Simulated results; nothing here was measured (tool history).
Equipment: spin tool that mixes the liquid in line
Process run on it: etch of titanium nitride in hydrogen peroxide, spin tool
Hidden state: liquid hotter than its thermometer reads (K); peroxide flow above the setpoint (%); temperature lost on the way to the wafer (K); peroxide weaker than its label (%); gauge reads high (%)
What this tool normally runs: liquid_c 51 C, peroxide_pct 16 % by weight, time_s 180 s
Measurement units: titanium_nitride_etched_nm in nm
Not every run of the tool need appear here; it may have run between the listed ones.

run,hour,liquid_c,peroxide_pct,time_s,wafers since the last listed run,hours since the thermometer was replaced,hours since the peroxide flow meter was replaced,hours since the heated supply line was repaired,hours since the drum of peroxide was connected,hours since the gauge calibration,"read-back film thickness of the titanium nitride reference wafer, read on the same gauge (nm)",titanium_nitride_etched_nm
1,0,51,14,180,0,1234.7,1584.3,3070.6,923.2,44.4,60,7.17
2,10.2,51,14,180,47,1244.9,1594.5,3080.8,933.4,54.6,59.99,7.16
3,22.2,51,14,180,56,1256.9,1606.5,3092.8,945.4,66.6,60.03,7.13
4,34.4,48,16,180,57,1269.1,1618.7,3105,957.6,78.8,60,5.92
5,41.8,51,19.5,210,34,1276.5,1626.1,3112.4,965,86.2,60,8.99
6,55.4,45.5,18,180,63,1290.1,1639.7,3126,978.6,99.8,60.01,5.05
7,65.4,56,20.5,285,46,1300.1,1649.7,3136,988.6,109.8,59.98,17.61
8,77.1,56,13,180,54,1311.8,1661.4,3147.7,1000.3,121.5,59.97,10.12
# hour 80.9: heated supply line repaired
9,83.7,47,16,180,26,1318.4,1668,2.8,1006.9,128.1,60,6.99
10,92.5,51,16,85,41,1327.2,1676.8,11.6,1015.7,136.9,60.01,4.41
11,109.2,57.5,16,180,78,1343.9,1693.5,28.3,1032.4,153.6,60,14.78
12,116.5,44,12,130,34,1351.2,1700.8,35.6,1039.7,160.9,59.99,3.79
13,132.3,51,14,180,74,1367,1716.6,51.4,1055.5,176.7,60,9.13
# hour 136.2: thermometer replaced
14,142.7,54,17.5,180,44,6.5,1727,61.8,1065.9,187.1,59.98,11.44
# hour 153.5: new drum of peroxide connected
15,159.1,56.5,16,180,72,22.9,1743.4,78.2,5.6,203.5,59.98,13.35
# hour 165.2: peroxide flow meter replaced
16,175.4,51,16,180,71,39.2,10.2,94.5,21.9,219.8,60.01,8.98
17,185.5,55,12,110,47,49.3,20.3,104.6,32,229.9,60.02,6.9
18,198.5,51,16,180,61,62.3,33.3,117.6,45,242.9,59.97,8.97
19,251.5,51,14,75,248,115.3,86.3,170.6,98,295.9,59.99,3.63
20,257.9,48,16,180,30,121.7,92.7,177,104.4,302.3,60,7.25
21,274,51,16,180,75,137.8,108.8,193.1,120.5,318.4,60,9
22,282.8,51,16,180,41,146.6,117.6,201.9,129.3,327.2,59.99,9
23,295.7,51,13,230,60,159.5,130.5,214.8,142.2,340.1,59.97,11
# hour 306.7: gauge calibrated
24,307.6,51,13,230,55,171.4,142.4,226.7,154.1,0.9,59.97,10.91
25,315.4,45.5,16,285,36,179.2,150.2,234.5,161.9,8.7,60.01,9.45

Forecast each of these 4 alternatives for the next run:
A,315.9,51,16,180,2,179.7,150.7,235,162.4,9.2,?,?
B,315.9,51,16,240,2,179.7,150.7,235,162.4,9.2,?,?
C,315.9,51,16,80,2,179.7,150.7,235,162.4,9.2,?,?
D,315.9,44.5,19.5,150,2,179.7,150.7,235,162.4,9.2,?,?

run,"read-back film thickness of the titanium nitride reference wafer, read on the same gauge (nm)",titanium_nitride_etched_nm
A,60,8.99
B,60,11.99
C,60,4
D,60,4.85
Without the tool's unlogged condition, the same runs would have read:
run,titanium_nitride_etched_nm
A,9.13
B,12.18
C,4.06
D,4.93
